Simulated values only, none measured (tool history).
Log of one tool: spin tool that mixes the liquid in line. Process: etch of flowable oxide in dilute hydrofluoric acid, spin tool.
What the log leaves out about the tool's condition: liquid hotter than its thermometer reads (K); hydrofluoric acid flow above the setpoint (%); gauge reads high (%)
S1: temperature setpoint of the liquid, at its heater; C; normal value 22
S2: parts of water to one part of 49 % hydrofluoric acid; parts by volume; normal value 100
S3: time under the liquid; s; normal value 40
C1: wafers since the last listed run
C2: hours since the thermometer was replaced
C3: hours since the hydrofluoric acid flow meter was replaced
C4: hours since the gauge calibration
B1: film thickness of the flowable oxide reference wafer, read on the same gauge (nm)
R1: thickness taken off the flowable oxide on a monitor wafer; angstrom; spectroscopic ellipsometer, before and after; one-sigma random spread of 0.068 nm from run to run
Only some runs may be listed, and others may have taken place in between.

{"run": 1, "hour": 0.0, "S1": 22, "S2": 100, "S3": 55, "C1": 0, "C2": 1812.3, "C3": 666.1, "C4": 538.9, "B1": 30.02, "R1": 126.7}
{"run": 2, "hour": 38.6, "S1": 22, "S2": 85, "S3": 60, "C1": 441, "C2": 1850.9, "C3": 704.7, "C4": 577.5, "B1": 29.97, "R1": 164.1}
{"run": 3, "hour": 141.6, "S1": 22, "S2": 85, "S3": 60, "C1": 1177, "C2": 1953.9, "C3": 807.7, "C4": 680.5, "B1": 30.01, "R1": 165.9}
{"run": 4, "hour": 193.2, "S1": 22, "S2": 85, "S3": 60, "C1": 590, "C2": 2005.5, "C3": 859.3, "C4": 732.1, "B1": 30, "R1": 167.6}
{"run": 5, "hour": 296.3, "S1": 19.5, "S2": 100, "S3": 40, "C1": 1179, "C2": 2108.6, "C3": 962.4, "C4": 835.2, "B1": 29.95, "R1": 83.2}
{"run": 6, "hour": 369.9, "S1": 19.5, "S2": 100, "S3": 40, "C1": 841, "C2": 2182.2, "C3": 1036, "C4": 908.8, "B1": 30.04, "R1": 82.6}
{"run": 7, "hour": 431.4, "S1": 22, "S2": 100, "S3": 35, "C1": 703, "C2": 2243.7, "C3": 1097.5, "C4": 970.3, "B1": 30, "R1": 80.5}
{"run": 8, "hour": 507.2, "S1": 22, "S2": 100, "S3": 35, "C1": 866, "C2": 2319.5, "C3": 1173.3, "C4": 1046.1, "B1": 30.02, "R1": 81}
{"run": 9, "hour": 591.5, "S1": 22, "S2": 100, "S3": 35, "C1": 964, "C2": 2403.8, "C3": 1257.6, "C4": 1130.4, "B1": 30.01, "R1": 81.1}
{"run": 10, "hour": 675.4, "S1": 22, "S2": 135, "S3": 40, "C1": 959, "C2": 2487.7, "C3": 1341.5, "C4": 1214.3, "B1": 29.99, "R1": 66.5}
{"hour": 709.5, "done": "hydrofluoric acid flow meter replaced"}
{"hour": 719.6, "done": "gauge calibrated"}
{"run": 11, "hour": 743.6, "S1": 22, "S2": 100, "S3": 40, "C1": 768, "C2": 2555.9, "C3": 34.1, "C4": 24, "B1": 30.02, "R1": 92.9}
{"run": 12, "hour": 819.6, "S1": 22, "S2": 100, "S3": 40, "C1": 869, "C2": 2631.9, "C3": 110.1, "C4": 100, "B1": 29.99, "R1": 92}
{"run": 13, "hour": 865.2, "S1": 20, "S2": 50, "S3": 55, "C1": 521, "C2": 2677.5, "C3": 155.7, "C4": 145.6, "B1": 29.98, "R1": 247.3}
{"hour": 887.4, "done": "thermometer replaced"}
{"run": 14, "hour": 958.0, "S1": 23.5, "S2": 70, "S3": 40, "C1": 1049, "C2": 70.6, "C3": 248.5, "C4": 238.4, "B1": 29.99, "R1": 144.2}
{"run": 15, "hour": 1019.6, "S1": 22, "S2": 75, "S3": 40, "C1": 704, "C2": 132.2, "C3": 310.1, "C4": 300, "B1": 30, "R1": 127.8}
{"run": 16, "hour": 1076.0, "S1": 17, "S2": 85, "S3": 20, "C1": 645, "C2": 188.6, "C3": 366.5, "C4": 356.4, "B1": 30.02, "R1": 44.8}
{"run": 17, "hour": 1145.7, "S1": 22, "S2": 100, "S3": 40, "C1": 797, "C2": 258.3, "C3": 436.2, "C4": 426.1, "B1": 30.01, "R1": 92.8}
{"run": 18, "hour": 1190.7, "S1": 22, "S2": 100, "S3": 40, "C1": 514, "C2": 303.3, "C3": 481.2, "C4": 471.1, "B1": 30.01, "R1": 91.3}
{"run": 19, "hour": 1228.3, "S1": 22, "S2": 60, "S3": 40, "C1": 430, "C2": 340.9, "C3": 518.8, "C4": 508.7, "B1": 30.03, "R1": 162.9}
{"run": 20, "hour": 1305.9, "S1": 22, "S2": 100, "S3": 40, "C1": 887, "C2": 418.5, "C3": 596.4, "C4": 586.3, "B1": 30, "R1": 92.4}
{"run": 21, "hour": 1365.0, "S1": 25, "S2": 55, "S3": 40, "C1": 675, "C2": 477.6, "C3": 655.5, "C4": 645.4, "B1": 30.02, "R1": 202.1}
{"run": 22, "hour": 1436.4, "S1": 22, "S2": 100, "S3": 50, "C1": 816, "C2": 549, "C3": 726.9, "C4": 716.8, "B1": 30.03, "R1": 114.7}

Run-by-run hidden state of the tool:
liquid hotter than its thermometer reads (K): 0 at every run
hydrofluoric acid flow above the setpoint (%): 0 at every run
gauge reads high (%): 0 at every run
